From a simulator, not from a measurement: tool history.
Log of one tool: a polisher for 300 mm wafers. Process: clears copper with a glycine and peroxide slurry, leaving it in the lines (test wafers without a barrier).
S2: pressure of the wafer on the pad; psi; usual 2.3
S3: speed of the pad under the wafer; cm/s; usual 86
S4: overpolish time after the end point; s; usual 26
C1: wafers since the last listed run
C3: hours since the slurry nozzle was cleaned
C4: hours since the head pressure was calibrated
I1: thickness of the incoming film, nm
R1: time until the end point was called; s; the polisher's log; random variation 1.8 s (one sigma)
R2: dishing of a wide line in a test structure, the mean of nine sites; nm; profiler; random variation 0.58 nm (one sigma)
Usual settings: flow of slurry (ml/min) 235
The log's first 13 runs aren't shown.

{"run": 14, "hour": 1332.2, "flow of slurry (ml/min)": 235, "S2": 2.3, "S3": 86, "S4": 26, "C1": 569, "wafers polished on this pad": 2184, "C3": 461.5, "C4": 757.8, "I1": 632.6, "R1": 157.2, "R2": 43.8}
{"hour": 1368.7, "done": "slurry nozzle cleaned"}
{"run": 15, "hour": 1369.3, "flow of slurry (ml/min)": 235, "S2": 2.3, "S3": 86, "S4": 26, "C1": 320, "wafers polished on this pad": 2504, "C3": 0.6, "C4": 794.9, "I1": 630.8, "R1": 159.9, "R2": 43.9}
{"run": 16, "hour": 1415.3, "flow of slurry (ml/min)": 235, "S2": 2.3, "S3": 74, "S4": 26, "C1": 408, "wafers polished on this pad": 2912, "C3": 46.6, "C4": 840.9, "I1": 637.5, "R1": 177.2, "R2": 43.2}
{"run": 17, "hour": 1492.3, "flow of slurry (ml/min)": 235, "S2": 2.3, "S3": 86, "S4": 26, "C1": 683, "wafers polished on this pad": 3595, "C3": 123.6, "C4": 917.9, "I1": 633.5, "R1": 159.4, "R2": 43.5}
{"run": 18, "hour": 1578.6, "flow of slurry (ml/min)": 305, "S2": 2.8, "S3": 110, "S4": 40, "C1": 765, "wafers polished on this pad": 4361, "C3": 209.9, "C4": 1004.2, "I1": 628.7, "R1": 109.8, "R2": 51.3}
{"hour": 1616.0, "done": "worn pad replaced by a new one"}
{"run": 19, "hour": 1650.4, "flow of slurry (ml/min)": 160, "S2": 2.3, "S3": 96, "S4": 26, "C1": 601, "wafers polished on this pad": 305, "C3": 281.7, "C4": 1076.0, "I1": 637.9, "R1": 159.6, "R2": 43.2}
{"run": 20, "hour": 1706.2, "flow of slurry (ml/min)": 235, "S2": 2.0, "S3": 58, "S4": 26, "C1": 495, "wafers polished on this pad": 800, "C3": 337.5, "C4": 1131.8, "I1": 631.8, "R1": 232.6, "R2": 39.4}
{"hour": 1711.6, "done": "head pressure recalibrated"}
{"run": 21, "hour": 1804.1, "flow of slurry (ml/min)": 235, "S2": 2.3, "S3": 86, "S4": 26, "C1": 850, "wafers polished on this pad": 1651, "C3": 435.4, "C4": 92.5, "I1": 639.1, "R1": 146.2, "R2": 46.2}
{"run": 22, "hour": 1873.3, "flow of slurry (ml/min)": 235, "S2": 2.3, "S3": 86, "S4": 26, "C1": 613, "wafers polished on this pad": 2265, "C3": 504.6, "C4": 161.7, "I1": 640.4, "R1": 149.4, "R2": 45.9}
{"hour": 1894.3, "done": "slurry nozzle cleaned"}
{"run": 23, "hour": 1945.9, "flow of slurry (ml/min)": 235, "S2": 2.0, "S3": 86, "S4": 26, "C1": 635, "wafers polished on this pad": 2900, "C3": 51.6, "C4": 234.3, "I1": 636.0, "R1": 166.3, "R2": 43.6}
{"run": 24, "hour": 1986.6, "flow of slurry (ml/min)": 215, "S2": 2.6, "S3": 56, "S4": 26, "C1": 361, "wafers polished on this pad": 3261, "C3": 92.3, "C4": 275.0, "I1": 628.6, "R1": 187.4, "R2": 42.8}
{"run": 25, "hour": 2081.2, "flow of slurry (ml/min)": 235, "S2": 1.8, "S3": 86, "S4": 26, "C1": 839, "wafers polished on this pad": 4100, "C3": 186.9, "C4": 369.6, "I1": 640.0, "R1": 178.4, "R2": 42.4}
{"run": 26, "hour": 2117.9, "flow of slurry (ml/min)": 190, "S2": 3.0, "S3": 60, "S4": 31, "C1": 325, "wafers polished on this pad": 4426, "C3": 223.6, "C4": 406.3, "I1": 635.7, "R1": 163.7, "R2": 48.4}
{"hour": 2122.7, "done": "worn pad replaced by a new one"}
{"run": 27, "hour": 2219.1, "flow of slurry (ml/min)": 235, "S2": 2.0, "S3": 86, "S4": 21, "C1": 862, "wafers polished on this pad": 854, "C3": 324.8, "C4": 507.5, "I1": 624.9, "R1": 173.3, "R2": 38.3}
{"hour": 2407.3, "done": "slurry nozzle cleaned"}
{"run": 28, "hour": 2523.6, "flow of slurry (ml/min)": 310, "S2": 2.3, "S3": 86, "S4": 13, "C1": 2692, "wafers polished on this pad": 3547, "C3": 116.3, "C4": 812.0, "I1": 621.0, "R1": 146.2, "R2": 31.5}

Run 29 comes next. What will it give?
{"run": 29, "hour": 2569.0, "flow of slurry (ml/min)": 235, "S2": 2.3, "S3": 86, "S4": 34, "C1": 402, "wafers polished on this pad": 3950, "C3": 161.7, "C4": 857.4, "I1": 632.6, "R1": "?", "R2": "?"}

Run 29 gave R1 156.7 s, R2 48.0 nm.
Without the tool's hidden state the same run would have given R1 142.8 s, R2 49.1 nm.
